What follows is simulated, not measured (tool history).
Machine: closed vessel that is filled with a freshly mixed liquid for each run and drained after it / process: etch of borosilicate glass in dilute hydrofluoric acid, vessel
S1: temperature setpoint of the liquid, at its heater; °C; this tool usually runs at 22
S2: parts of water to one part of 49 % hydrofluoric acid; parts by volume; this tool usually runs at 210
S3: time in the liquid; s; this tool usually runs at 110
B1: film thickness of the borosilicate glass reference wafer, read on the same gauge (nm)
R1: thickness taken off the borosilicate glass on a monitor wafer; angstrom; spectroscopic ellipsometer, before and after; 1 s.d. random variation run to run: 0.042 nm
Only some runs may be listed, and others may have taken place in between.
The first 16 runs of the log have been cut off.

{"run": 17, "hour": 709.3, "S1": 22, "S2": 210, "S3": 110, "B1": 139.97, "R1": 107.8}
{"run": 18, "hour": 744.1, "S1": 22, "S2": 140, "S3": 110, "B1": 140.01, "R1": 174}
{"run": 19, "hour": 780.1, "S1": 22, "S2": 210, "S3": 160, "B1": 140.01, "R1": 156.8}
{"hour": 808.9, "done": "gauge calibrated"}
{"run": 20, "hour": 833.2, "S1": 22, "S2": 210, "S3": 110, "B1": 140.01, "R1": 107.7}
{"run": 21, "hour": 887.0, "S1": 17.5, "S2": 120, "S3": 80, "B1": 140.01, "R1": 127.5}
{"run": 22, "hour": 947.7, "S1": 22, "S2": 210, "S3": 85, "B1": 140.02, "R1": 83.7}
{"run": 23, "hour": 1002.8, "S1": 22, "S2": 130, "S3": 110, "B1": 140, "R1": 194.1}
{"hour": 1041.3, "done": "thermometer replaced"}
{"run": 24, "hour": 1073.5, "S1": 22, "S2": 210, "S3": 110, "B1": 139.99, "R1": 104.9}
{"run": 25, "hour": 1127.8, "S1": 22, "S2": 210, "S3": 110, "B1": 140.02, "R1": 104.6}
{"run": 26, "hour": 1155.5, "S1": 24.5, "S2": 265, "S3": 150, "B1": 139.96, "R1": 116.5}
{"run": 27, "hour": 1195.5, "S1": 22, "S2": 210, "S3": 150, "B1": 140.01, "R1": 143.8}
{"run": 28, "hour": 1255.0, "S1": 25.5, "S2": 210, "S3": 90, "B1": 140.03, "R1": 98.6}
{"run": 29, "hour": 1321.8, "S1": 23.5, "S2": 270, "S3": 85, "B1": 139.97, "R1": 63.4}
{"run": 30, "hour": 1366.2, "S1": 22, "S2": 115, "S3": 150, "B1": 140.02, "R1": 292.2}
{"run": 31, "hour": 1406.3, "S1": 17.5, "S2": 210, "S3": 55, "B1": 139.98, "R1": 44.8}
{"run": 32, "hour": 1445.3, "S1": 22, "S2": 210, "S3": 110, "B1": 139.98, "R1": 106.7}
{"run": 33, "hour": 1485.4, "S1": 22, "S2": 150, "S3": 135, "B1": 139.97, "R1": 194.9}
{"run": 34, "hour": 1645.0, "S1": 22, "S2": 155, "S3": 145, "B1": 140.02, "R1": 204.4}

Each row is a separate what-if for the run after 34, all from the same tool condition, not one after another. Results?
{"run": "A", "hour": 1645.7, "S1": 22, "S2": 210, "S3": 110, "B1": "?", "R1": "?"}
{"run": "B", "hour": 1645.7, "S1": 22, "S2": 210, "S3": 65, "B1": "?", "R1": "?"}
{"run": "C", "hour": 1645.7, "S1": 26, "S2": 210, "S3": 110, "B1": "?", "R1": "?"}

run=A B1=140 R1=108.2
run=B B1=140 R1=63.9
run=C B1=140 R1=125.2
What these runs would have given with no unlogged condition in the tool:
run=A R1=102.3
run=B R1=60.4
run=C R1=118.5

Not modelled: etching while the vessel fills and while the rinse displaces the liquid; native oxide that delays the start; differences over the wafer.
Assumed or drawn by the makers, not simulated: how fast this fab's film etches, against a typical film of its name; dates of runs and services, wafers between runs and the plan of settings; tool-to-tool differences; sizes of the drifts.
